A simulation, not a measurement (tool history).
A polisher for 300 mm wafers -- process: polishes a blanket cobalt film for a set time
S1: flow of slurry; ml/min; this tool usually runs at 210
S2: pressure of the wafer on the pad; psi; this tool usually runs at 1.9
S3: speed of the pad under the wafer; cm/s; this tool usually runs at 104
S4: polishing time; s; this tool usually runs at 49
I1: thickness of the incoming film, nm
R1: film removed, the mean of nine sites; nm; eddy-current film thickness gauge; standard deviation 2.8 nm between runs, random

run,hour,S1,S2,S3,S4,I1,R1
1,0.0,210,1.9,104,49,847.1,258.6
2,9.8,210,1.9,104,49,852.5,253.1
3,26.2,210,1.9,104,49,861.4,249.4
4,32.5,210,1.9,104,49,860.1,240.8
5,49.2,210,1.9,104,49,854.7,237.5
# hour 86.9: worn pad replaced by a new one
6,87.4,210,1.9,104,49,859.7,264.5
7,93.6,210,1.9,104,49,867.5,266.2
8,106.0,185,2.3,104,49,859.0,297.9
9,120.8,210,1.9,104,58,849.6,295.4
10,130.5,210,1.9,104,58,856.7,293.4
11,142.1,210,1.9,104,49,858.2,246.2
12,149.2,210,1.9,104,49,855.1,243.7
13,163.6,210,1.9,104,49,850.5,244.9
14,170.1,210,2.3,104,49,854.6,286.1
15,178.2,210,2.3,104,49,861.5,279.2
# hour 193.7: head pressure recalibrated
16,194.2,210,1.9,70,49,851.1,176.5
# hour 197.9: slurry nozzle cleaned
# hour 200.0: worn pad replaced by a new one
17,207.3,260,1.9,84,45,869.0,206.8
18,224.2,210,1.9,104,49,848.9,251.2
19,233.3,185,2.2,104,34,870.9,188.5
20,266.4,235,1.9,104,49,866.2,244.3
21,275.2,210,2.2,104,55,864.9,298.9
22,288.6,210,1.9,104,49,868.0,233.8
# hour 300.4: worn pad replaced by a new one
23,300.9,210,1.2,104,39,860.0,146.7

Forecast run 24:
24,311.8,285,1.9,104,49,855.1,?

{"run 24": {"R1": 268.4}}
Take away the tool's hidden state, keep the run-to-run variation as it was, and the same run would have given R1 282.0 nm.
